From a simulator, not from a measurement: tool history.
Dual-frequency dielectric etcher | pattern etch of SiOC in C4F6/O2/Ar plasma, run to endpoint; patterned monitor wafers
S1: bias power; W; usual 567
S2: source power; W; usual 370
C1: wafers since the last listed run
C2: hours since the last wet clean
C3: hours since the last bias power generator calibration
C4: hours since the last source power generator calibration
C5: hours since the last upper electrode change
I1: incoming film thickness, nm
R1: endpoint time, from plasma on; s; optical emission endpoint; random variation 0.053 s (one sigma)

run 1 hour=0 | S1=567 S2=340 | C1=0 C2=117.3 C3=1447.6 C4=2876.5 C5=3853.7 | I1=29.24 | R1=10.8
run 2 hour=80.1 | S1=567 S2=340 | C1=1047 C2=197.4 C3=1527.7 C4=2956.6 C5=3933.8 | I1=28.94 | R1=10.8
run 3 hour=153 | S1=492 S2=370 | C1=953 C2=270.3 C3=1600.6 C4=3029.5 C5=4006.7 | I1=28.88 | R1=11.3
run 4 hour=215.2 | S1=492 S2=370 | C1=813 C2=332.5 C3=1662.8 C4=3091.7 C5=4068.9 | I1=28.76 | R1=11.4
run 5 hour=284.6 | S1=492 S2=370 | C1=907 C2=401.9 C3=1732.2 C4=3161.1 C5=4138.3 | I1=29.22 | R1=11.7
-- hour=297.9 bias power generator calibrated
run 6 hour=324.2 | S1=654 S2=370 | C1=465 C2=441.5 C3=26.3 C4=3200.7 C5=4177.9 | I1=28.7 | R1=9.8
run 7 hour=377.1 | S1=522 S2=370 | C1=691 C2=494.4 C3=79.2 C4=3253.6 C5=4230.8 | I1=28.93 | R1=11.3
-- hour=414.8 wet clean of the chamber
run 8 hour=419.7 | S1=522 S2=370 | C1=243 C2=4.9 C3=121.8 C4=3296.2 C5=4273.4 | I1=28.92 | R1=10.8
run 9 hour=491.4 | S1=567 S2=420 | C1=937 C2=76.6 C3=193.5 C4=3367.9 C5=4345.1 | I1=28.98 | R1=9.8
run 10 hour=555.6 | S1=567 S2=370 | C1=839 C2=140.8 C3=257.7 C4=3432.1 C5=4409.3 | I1=28.93 | R1=10.4
-- hour=624 source power generator calibrated
run 11 hour=642.9 | S1=438 S2=340 | C1=1089 C2=228.1 C3=345 C4=18.9 C5=4496.6 | I1=29.02 | R1=12.6
-- hour=694.8 upper electrode replaced
run 12 hour=714.2 | S1=604 S2=450 | C1=618 C2=299.4 C3=416.3 C4=90.2 C5=19.4 | I1=28.88 | R1=9.3
run 13 hour=768.1 | S1=457 S2=300 | C1=705 C2=353.3 C3=470.2 C4=144.1 C5=73.3 | I1=29.06 | R1=13.3
run 14 hour=837.6 | S1=638 S2=300 | C1=909 C2=422.8 C3=539.7 C4=213.6 C5=142.8 | I1=29.16 | R1=11.3
-- hour=888.8 wet clean of the chamber
run 15 hour=889.3 | S1=644 S2=400 | C1=362 C2=0.5 C3=591.4 C4=265.3 C5=194.5 | I1=28.84 | R1=9.2
run 16 hour=944.9 | S1=433 S2=290 | C1=727 C2=56.1 C3=647 C4=320.9 C5=250.1 | I1=29.05 | R1=13.6

5 ways to go on from here, each from the tool as it stands after run 16. What would each give?
run A hour=945.3 | S1=567 S2=310 | C1=5 C2=56.5 C3=647.4 C4=321.3 C5=250.5 | I1=29.28 | R1=?
run B hour=945.3 | S1=464 S2=330 | C1=5 C2=56.5 C3=647.4 C4=321.3 C5=250.5 | I1=29.28 | R1=?
run C hour=945.3 | S1=488 S2=340 | C1=5 C2=56.5 C3=647.4 C4=321.3 C5=250.5 | I1=29.28 | R1=?
run D hour=945.3 | S1=659 S2=420 | C1=5 C2=56.5 C3=647.4 C4=321.3 C5=250.5 | I1=29.28 | R1=?
run E hour=945.3 | S1=688 S2=340 | C1=5 C2=56.5 C3=647.4 C4=321.3 C5=250.5 | I1=29.28 | R1=?

run=A R1=11.4
run=B R1=12.3
run=C R1=11.8
run=D R1=9.1
run=E R1=9.8
Without the tool's hidden state the same runs would have given:
run=A R1=11.3
run=B R1=12.3
run=C R1=11.7
run=D R1=9
run=E R1=9.7

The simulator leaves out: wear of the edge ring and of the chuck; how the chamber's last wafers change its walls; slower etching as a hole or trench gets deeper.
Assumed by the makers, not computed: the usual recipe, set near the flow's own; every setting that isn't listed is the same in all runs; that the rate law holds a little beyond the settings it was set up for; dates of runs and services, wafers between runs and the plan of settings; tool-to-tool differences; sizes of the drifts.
